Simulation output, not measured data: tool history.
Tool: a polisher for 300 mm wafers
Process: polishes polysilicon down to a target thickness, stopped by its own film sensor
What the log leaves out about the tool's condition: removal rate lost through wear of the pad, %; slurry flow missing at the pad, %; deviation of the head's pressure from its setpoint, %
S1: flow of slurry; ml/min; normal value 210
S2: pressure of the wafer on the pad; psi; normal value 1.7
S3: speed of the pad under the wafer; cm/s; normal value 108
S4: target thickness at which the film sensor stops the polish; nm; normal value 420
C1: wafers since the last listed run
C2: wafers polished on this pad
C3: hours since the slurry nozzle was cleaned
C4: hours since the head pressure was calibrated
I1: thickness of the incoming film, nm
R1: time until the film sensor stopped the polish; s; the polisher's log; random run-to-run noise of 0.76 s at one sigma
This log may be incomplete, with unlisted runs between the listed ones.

run	hour	S1	S2	S3	S4	C1	C2	C3	C4	I1	R1
1	0.0	245	1.7	108	420	0	1195	468.2	564.7	920.7	78.3
# hour 77.0: head pressure recalibrated
2	92.7	245	1.7	108	420	556	1751	560.9	15.7	909.3	73.5
3	181.4	210	1.7	108	420	544	2295	649.6	104.4	923.0	78.2
# hour 207.4: worn pad replaced by a new one
# hour 211.9: slurry nozzle cleaned
4	271.7	210	1.7	108	420	523	388	59.8	194.7	917.5	79.2
5	370.8	210	1.7	108	420	607	996	158.9	293.8	908.5	75.7
6	417.4	210	1.7	108	420	285	1281	205.5	340.4	934.1	79.8
7	454.6	210	1.7	108	420	228	1510	242.7	377.6	920.2	79.2
8	543.1	185	1.7	108	420	542	2052	331.2	466.1	930.8	83.4
9	596.0	185	1.7	108	420	324	2377	384.1	519.0	913.3	78.8
# hour 612.4: worn pad replaced by a new one
10	661.5	210	1.7	108	420	377	301	449.6	584.5	921.6	80.1
11	727.7	210	1.7	108	420	406	707	515.8	650.7	922.8	79.5
12	771.2	210	1.7	108	420	266	974	559.3	694.2	911.3	78.2
# hour 789.8: head pressure recalibrated
13	846.8	210	1.7	108	420	451	1425	634.9	57.0	930.9	83.6
# hour 910.0: slurry nozzle cleaned
14	929.1	210	1.7	98	420	498	1924	19.1	139.3	922.2	92.0
15	990.1	210	1.7	108	420	374	2298	80.1	200.3	913.6	83.6
# hour 998.7: worn pad replaced by a new one
16	1039.0	270	1.5	108	420	275	247	129.0	249.2	919.1	87.7
17	1146.3	210	1.7	142	420	658	905	236.3	356.5	916.9	65.0
# hour 1154.9: head pressure recalibrated, repeated, since the last time left the tool worse
18	1218.2	175	1.4	108	290	428	1334	308.2	63.3	935.3	113.4
19	1322.4	210	2.2	108	420	639	1973	412.4	167.5	926.8	66.9
20	1363.4	265	1.7	90	337	251	2225	453.4	208.5	910.7	104.1
# hour 1402.5: worn pad replaced by a new one
21	1430.5	210	1.7	108	420	387	171	520.5	275.6	932.0	81.3
# hour 1470.8: slurry nozzle cleaned
22	1471.5	150	1.7	108	339	245	417	0.7	316.6	932.7	96.9
23	1574.8	210	1.7	108	420	633	1050	104.0	419.9	918.1	79.3
24	1616.0	210	2.3	108	420	252	1303	145.2	461.1	911.0	64.8
25	1657.9	210	1.7	142	420	257	1560	187.1	503.0	917.3	61.5
# hour 1730.6: worn pad replaced by a new one
26	1734.5	210	1.4	140	420	445	23	263.7	579.6	913.4	68.7
27	1781.0	230	1.2	96	420	285	309	310.2	626.1	920.5	108.7

Take each entry between the runs: how does the hidden state at the last listed run before it differ from the hidden state at the first listed run after it?
Between runs 1 and 2: head pressure recalibrated (hour 77.0)
  deviation of the head's pressure from its setpoint, %: -6.28 -> 0.378
  measured minus no-state result, R1: +3.1 -> -0.2 s
Between runs 3 and 4: worn pad replaced by a new one (hour 207.4); slurry nozzle cleaned (hour 211.9)
  deviation of the head's pressure from its setpoint, %: -1.6 -> -3
  measured minus no-state result, R1: +0.8 -> +1.5 s
Between runs 9 and 10: worn pad replaced by a new one (hour 612.4)
  deviation of the head's pressure from its setpoint, %: -5.27 -> -5.46
  measured minus no-state result, R1: +2.6 -> +2.8 s
Between runs 12 and 13: head pressure recalibrated (hour 789.8)
  deviation of the head's pressure from its setpoint, %: -5.68 -> -11.7
  measured minus no-state result, R1: +2.8 -> +6.2 s
Between runs 13 and 14: slurry nozzle cleaned (hour 910.0)
  deviation of the head's pressure from its setpoint, %: -11.7 -> -13.3
  measured minus no-state result, R1: +6.2 -> +7.7 s
Between runs 15 and 16: worn pad replaced by a new one (hour 998.7)
  deviation of the head's pressure from its setpoint, %: -14.1 -> -14.7
  measured minus no-state result, R1: +7.5 -> +8.1 s
Between runs 17 and 18: head pressure recalibrated, repeated, since the last time left the tool worse (hour 1154.9)
  deviation of the head's pressure from its setpoint, %: -15.6 -> -1.44
  measured minus no-state result, R1: +6.4 -> +1.0 s
Between runs 20 and 21: worn pad replaced by a new one (hour 1402.5)
  deviation of the head's pressure from its setpoint, %: -3.83 -> -4.54
  measured minus no-state result, R1: +2.5 -> +2.3 s
Between runs 21 and 22: slurry nozzle cleaned (hour 1470.8)
  deviation of the head's pressure from its setpoint, %: -4.54 -> -4.88
  measured minus no-state result, R1: +2.3 -> +3.0 s
Between runs 25 and 26: worn pad replaced by a new one (hour 1730.6)
  deviation of the head's pressure from its setpoint, %: -5.88 -> -6.11
  measured minus no-state result, R1: +2.3 -> +2.7 s

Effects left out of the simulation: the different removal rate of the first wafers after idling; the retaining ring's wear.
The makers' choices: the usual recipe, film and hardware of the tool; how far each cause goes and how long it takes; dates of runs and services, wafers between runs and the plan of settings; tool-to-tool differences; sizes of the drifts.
